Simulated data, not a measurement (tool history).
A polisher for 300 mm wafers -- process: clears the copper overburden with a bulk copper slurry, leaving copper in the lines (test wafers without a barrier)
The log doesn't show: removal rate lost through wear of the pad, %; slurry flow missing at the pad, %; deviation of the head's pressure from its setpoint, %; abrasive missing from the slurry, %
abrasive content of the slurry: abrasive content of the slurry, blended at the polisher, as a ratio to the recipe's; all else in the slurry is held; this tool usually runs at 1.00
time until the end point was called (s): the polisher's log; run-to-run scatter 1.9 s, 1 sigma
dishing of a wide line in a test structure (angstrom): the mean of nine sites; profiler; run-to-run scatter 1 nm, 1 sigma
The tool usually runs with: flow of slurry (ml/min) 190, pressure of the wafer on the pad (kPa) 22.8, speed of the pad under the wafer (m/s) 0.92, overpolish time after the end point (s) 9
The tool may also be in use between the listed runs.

| run | day | flow of slurry (ml/min) | pressure of the wafer on the pad (kPa) | speed of the pad under the wafer (m/s) | abrasive content of the slurry | overpolish time after the end point (s) | wafers since the last listed run | wafers polished on this pad | hours since the slurry nozzle was cleaned | hours since the head pressure was calibrated | hours since the slurry blender was calibrated | incoming thickness of the incoming film, nm | time until the end point was called (s) | dishing of a wide line in a test structure (angstrom) |
|---|---|---|---|---|---|---|---|---|---|---|---|---|---|---|
| 1 | 0.000 | 190 | 22.8 | 0.92 | 1.00 | 9 | 0 | 840 | 508.2 | 142.9 | 190.3 | 1408.3 | 162.2 | 441 |
| 2 | 3.262 | 190 | 22.8 | 0.92 | 1.00 | 9 | 468 | 1309 | 586.5 | 221.2 | 268.6 | 1415.6 | 171.4 | 434 |
| 3 | 6.954 | 190 | 22.8 | 0.92 | 1.00 | 9 | 530 | 1839 | 675.1 | 309.8 | 357.2 | 1416.9 | 179.3 | 432 |
|  | 12.808 | slurry nozzle cleaned |
| 4 | 18.908 | 190 | 22.8 | 0.92 | 1.00 | 9 | 1711 | 3550 | 146.4 | 596.7 | 644.1 | 1406.1 | 180.1 | 411 |
|  | 20.983 | worn pad replaced by a new one |
|  | 21.304 | slurry blender recalibrated |
| 5 | 21.788 | 190 | 22.8 | 0.92 | 1.00 | 9 | 377 | 103 | 215.5 | 665.8 | 11.6 | 1395.2 | 149.2 | 471 |
| 6 | 25.458 | 250 | 22.8 | 0.92 | 1.00 | 7 | 527 | 630 | 303.6 | 753.9 | 99.7 | 1405.6 | 159.4 | 401 |
| 7 | 29.925 | 230 | 22.8 | 0.92 | 1.00 | 9 | 641 | 1272 | 410.8 | 861.1 | 206.9 | 1388.3 | 157.7 | 454 |
| 8 | 33.525 | 190 | 27.6 | 0.92 | 0.70 | 9 | 517 | 1789 | 497.2 | 947.5 | 293.3 | 1393.3 | 162.9 | 439 |
| 9 | 35.458 | 190 | 22.8 | 0.92 | 1.00 | 9 | 277 | 2067 | 543.6 | 993.9 | 339.7 | 1409.3 | 171.0 | 435 |
| 10 | 39.821 | 250 | 22.8 | 0.92 | 1.00 | 9 | 626 | 2693 | 648.3 | 1098.6 | 444.4 | 1427.0 | 169.8 | 443 |
|  | 40.821 | slurry nozzle cleaned |
| 11 | 41.858 | 190 | 22.8 | 0.92 | 1.00 | 9 | 286 | 2980 | 24.9 | 1147.5 | 493.3 | 1412.9 | 177.1 | 405 |
| 12 | 43.654 | 190 | 22.8 | 0.92 | 1.00 | 9 | 257 | 3238 | 68.0 | 1190.6 | 536.4 | 1409.7 | 176.9 | 414 |
| 13 | 45.792 | 190 | 22.8 | 0.66 | 1.00 | 9 | 307 | 3545 | 119.3 | 1241.9 | 587.7 | 1395.0 | 246.2 | 313 |
| 14 | 48.100 | 190 | 20.0 | 0.92 | 1.00 | 9 | 331 | 3876 | 174.7 | 1297.3 | 643.1 | 1393.1 | 190.3 | 398 |
|  | 49.646 | head pressure recalibrated |
| 15 | 50.496 | 190 | 22.8 | 0.92 | 1.00 | 9 | 332 | 4208 | 232.2 | 20.4 | 700.6 | 1413.5 | 175.6 | 431 |
|  | 50.671 | worn pad replaced by a new one |
| 16 | 52.575 | 190 | 22.8 | 0.92 | 1.00 | 9 | 274 | 273 | 282.1 | 70.3 | 750.5 | 1404.0 | 171.5 | 413 |
|  | 55.246 | slurry blender recalibrated |
| 17 | 56.008 | 190 | 22.8 | 0.92 | 1.00 | 9 | 481 | 754 | 364.5 | 152.7 | 18.3 | 1406.8 | 155.1 | 460 |
| 18 | 59.892 | 250 | 22.8 | 0.92 | 1.00 | 14 | 557 | 1312 | 457.7 | 245.9 | 111.5 | 1410.3 | 159.9 | 608 |
| 19 | 62.604 | 190 | 20.0 | 0.62 | 1.00 | 8 | 389 | 1702 | 522.8 | 311.0 | 176.6 | 1403.6 | 268.7 | 265 |
| 20 | 66.358 | 160 | 22.8 | 1.14 | 1.00 | 9 | 539 | 2241 | 612.9 | 401.1 | 266.7 | 1391.0 | 138.2 | 493 |
| 21 | 68.912 | 190 | 18.6 | 1.20 | 1.00 | 9 | 366 | 2608 | 674.2 | 462.4 | 328.0 | 1403.0 | 147.7 | 470 |
|  | 70.729 | slurry nozzle cleaned |
| 22 | 72.812 | 190 | 29.6 | 0.82 | 1.20 | 6 | 554 | 3162 | 50.0 | 556.0 | 421.6 | 1404.9 | 150.9 | 344 |
| 23 | 76.671 | 190 | 22.8 | 0.76 | 0.85 | 9 | 554 | 3716 | 142.6 | 648.6 | 514.2 | 1412.8 | 226.9 | 362 |
| 24 | 78.817 | 190 | 20.0 | 0.92 | 1.00 | 9 | 308 | 4024 | 194.1 | 700.1 | 565.7 | 1400.2 | 187.8 | 390 |
|  | 80.650 | worn pad replaced by a new one |
| 25 | 82.354 | 190 | 25.5 | 0.92 | 1.00 | 9 | 484 | 244 | 279.0 | 785.0 | 650.6 | 1404.8 | 153.5 | 452 |
| 26 | 86.575 | 215 | 25.5 | 0.92 | 1.00 | 13 | 606 | 850 | 380.3 | 886.3 | 751.9 | 1407.5 | 156.4 | 601 |
|  | 89.012 | slurry blender recalibrated |
| 27 | 89.900 | 190 | 22.8 | 0.92 | 1.00 | 9 | 465 | 1316 | 460.1 | 966.1 | 21.3 | 1392.8 | 156.0 | 437 |
| 28 | 94.262 | 190 | 22.8 | 0.92 | 1.00 | 9 | 626 | 1943 | 564.8 | 1070.8 | 126.0 | 1392.9 | 162.5 | 446 |

Below, some changes in time until the end point was called (s) between adjacent runs. For each, the amount present without the hidden state too (settings, incoming material, random variation) and the amount remaining for the hidden state with gauge scatter not shared by both compared results:
Run 4 -> 5: worn pad replaced by a new one, slurry blender recalibrated. time until the end point was called (s) -30.9: hidden state -26.0, all else -4.9.
Run 16 -> 17: slurry blender recalibrated. time until the end point was called (s) -16.4: hidden state -14.1, all else -2.3.
Run 18 -> 19: flow of slurry (ml/min) 250 -> 190, pressure of the wafer on the pad (kPa) 22.8 -> 20.0, speed of the pad under the wafer (m/s) 0.92 -> 0.62, overpolish time after the end point (s) 14 -> 8. time until the end point was called (s) +108.8: hidden state +13.8, all else +95.0.
Run 19 -> 20: flow of slurry (ml/min) 190 -> 160, pressure of the wafer on the pad (kPa) 20.0 -> 22.8, speed of the pad under the wafer (m/s) 0.62 -> 1.14, overpolish time after the end point (s) 8 -> 9. time until the end point was called (s) -130.5: hidden state -10.1, all else -120.4.
